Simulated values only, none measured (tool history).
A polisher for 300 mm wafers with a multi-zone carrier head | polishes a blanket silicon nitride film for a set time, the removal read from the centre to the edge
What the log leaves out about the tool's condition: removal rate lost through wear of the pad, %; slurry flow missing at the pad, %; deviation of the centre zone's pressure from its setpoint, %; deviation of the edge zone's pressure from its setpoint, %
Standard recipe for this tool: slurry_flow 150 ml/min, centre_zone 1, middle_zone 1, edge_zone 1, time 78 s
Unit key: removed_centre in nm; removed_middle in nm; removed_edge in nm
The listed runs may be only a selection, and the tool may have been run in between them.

| run | hour | slurry_flow | centre_zone | middle_zone | edge_zone | time | wafers since the last listed run | wafers polished on this pad | hours since the slurry nozzle was cleaned | hours since the centre zone pressure was calibrated | hours since the edge zone pressure was calibrated | hours since the carrier head's membrane was replaced | incoming thickness of the incoming film, nm | removed_centre | removed_middle | removed_edge |
|---|---|---|---|---|---|---|---|---|---|---|---|---|---|---|---|---|
| 1 | 0 | 165 | 1 | 1.09 | 1 | 78 | 0 | 802 | 697.2 | 221.5 | 1311.9 | 576.1 | 641.5 | 199.8 | 211.4 | 196.7 |
| 2 | 11.1 | 165 | 1 | 1.09 | 1 | 78 | 100 | 903 | 708.3 | 232.6 | 1323 | 587.2 | 633.4 | 201.4 | 208.5 | 195.3 |
| 3 | 25 | 150 | 1 | 1 | 1 | 78 | 126 | 1029 | 722.2 | 246.5 | 1336.9 | 601.1 | 633.3 | 194.6 | 191.6 | 196 |
|  | 40.4 | edge zone pressure recalibrated |
| 4 | 41.8 | 150 | 1 | 1 | 1 | 78 | 134 | 1163 | 739 | 263.3 | 1.4 | 617.9 | 648.1 | 197.2 | 192.5 | 193.7 |
| 5 | 52.4 | 150 | 1 | 1 | 1 | 78 | 96 | 1259 | 749.6 | 273.9 | 12 | 628.5 | 645.3 | 192.4 | 188.1 | 192.5 |
| 6 | 59.3 | 150 | 1 | 1 | 1 | 78 | 62 | 1322 | 756.5 | 280.8 | 18.9 | 635.4 | 649 | 193.3 | 193.7 | 192.6 |
|  | 79.6 | worn pad replaced by a new one |
| 7 | 80.1 | 150 | 1 | 1 | 1 | 78 | 152 | 4 | 777.3 | 301.6 | 39.7 | 656.2 | 645 | 195.3 | 188.3 | 192.7 |
| 8 | 89.7 | 150 | 1 | 1 | 1 | 78 | 87 | 91 | 786.9 | 311.2 | 49.3 | 665.8 | 639.3 | 194.6 | 190.1 | 197 |
| 9 | 103.6 | 120 | 1 | 1 | 1.08 | 64 | 126 | 217 | 800.8 | 325.1 | 63.2 | 679.7 | 642.3 | 151.9 | 149.9 | 158.8 |
|  | 105.7 | slurry nozzle cleaned |
| 10 | 117.3 | 135 | 0.9 | 1.07 | 1.07 | 78 | 115 | 332 | 11.6 | 338.8 | 76.9 | 693.4 | 633 | 191.2 | 217 | 205.2 |
|  | 125.8 | centre zone pressure recalibrated |
| 11 | 126.3 | 120 | 1.03 | 1 | 0.96 | 86 | 63 | 396 | 20.6 | 0.5 | 85.9 | 702.4 | 646.9 | 227 | 219.7 | 216.7 |
|  | 139.1 | carrier head's membrane replaced by a new one |
| 12 | 139.6 | 150 | 1 | 1.09 | 1 | 78 | 75 | 471 | 33.9 | 13.8 | 99.2 | 0.5 | 643.4 | 207.7 | 220.6 | 203.2 |
| 13 | 150.7 | 150 | 1 | 1 | 0.91 | 100 | 100 | 571 | 45 | 24.9 | 110.3 | 11.6 | 642.5 | 268.5 | 263.1 | 255.1 |
| 14 | 161.7 | 150 | 1 | 1 | 0.91 | 63 | 99 | 671 | 56 | 35.9 | 121.3 | 22.6 | 635.4 | 167.2 | 163.8 | 159.6 |
| 15 | 174.7 | 150 | 0.89 | 1 | 1 | 104 | 117 | 789 | 69 | 48.9 | 134.3 | 35.6 | 641.2 | 256.9 | 276.2 | 268.6 |
| 16 | 191.4 | 150 | 1 | 1 | 1 | 78 | 151 | 940 | 85.7 | 65.6 | 151 | 52.3 | 641.1 | 207.4 | 203 | 202.2 |
| 17 | 208.9 | 150 | 0.89 | 1 | 1 | 78 | 158 | 1099 | 103.2 | 83.1 | 168.5 | 69.8 | 644.7 | 188.8 | 202.4 | 199.6 |
| 18 | 217.9 | 150 | 1 | 1 | 1 | 78 | 81 | 1181 | 112.2 | 92.1 | 177.5 | 78.8 | 638.1 | 207.6 | 202.8 | 200.4 |
|  | 225.7 | worn pad replaced by a new one |
| 19 | 228.7 | 170 | 1 | 1.11 | 1 | 104 | 61 | 27 | 123 | 102.9 | 188.3 | 89.6 | 645.8 | 279.4 | 297.1 | 272.1 |
| 20 | 242.3 | 190 | 1 | 0.88 | 1.05 | 78 | 123 | 150 | 136.6 | 116.5 | 201.9 | 103.2 | 650.4 | 213.4 | 189.5 | 209.9 |
| 21 | 248.5 | 150 | 0.95 | 0.95 | 1.09 | 60 | 56 | 207 | 142.8 | 122.7 | 208.1 | 109.4 | 638.3 | 155.6 | 147.3 | 161.8 |
| 22 | 264.3 | 150 | 1 | 1 | 1 | 103 | 143 | 350 | 158.6 | 138.5 | 223.9 | 125.2 | 649.9 | 274.2 | 266 | 268.4 |

Entry by entry between the runs, the difference in hidden state between the last listed run before and the first listed run after:
Between runs 3 and 4: edge zone pressure recalibrated (hour 40.4)
  slurry flow missing at the pad, %: 35.1 -> 35.9
  measured less the result without the state, removed_centre: -14.4 -> -15 nm; removed_middle: -12.5 -> -12.9 nm; removed_edge: -8.9 -> -9.1 nm
Between runs 6 and 7: worn pad replaced by a new one (hour 79.6)
  slurry flow missing at the pad, %: 36.7 -> 37.6
  measured less the result without the state, removed_centre: -15.3 -> -16 nm; removed_middle: -13.4 -> -13.5 nm; removed_edge: -9.3 -> -9.6 nm
Between runs 9 and 10: slurry nozzle cleaned (hour 105.7)
  slurry flow missing at the pad, %: 38.7 -> 1.53
  measured less the result without the state, removed_centre: -15.3 -> -0.5 nm; removed_middle: -13 -> -0.4 nm; removed_edge: -9.4 -> -0.3 nm
Between runs 10 and 11: centre zone pressure recalibrated (hour 125.8)
  slurry flow missing at the pad, %: 1.53 -> 1.95
  measured less the result without the state, removed_centre: -0.5 -> -0.8 nm; removed_middle: -0.4 -> -0.7 nm; removed_edge: -0.3 -> -0.4 nm
Between runs 11 and 12: carrier head's membrane replaced by a new one (hour 139.1)
  slurry flow missing at the pad, %: 1.95 -> 2.57
  measured less the result without the state, removed_centre: -0.8 -> -0.9 nm; removed_middle: -0.7 -> -0.7 nm; removed_edge: -0.4 -> -0.5 nm
Between runs 18 and 19: worn pad replaced by a new one (hour 225.7)
  slurry flow missing at the pad, %: 6.22 -> 6.72
  measured less the result without the state, removed_centre: -2 -> -2.8 nm; removed_middle: -1.8 -> -2.6 nm; removed_edge: -1.3 -> -1.7 nm
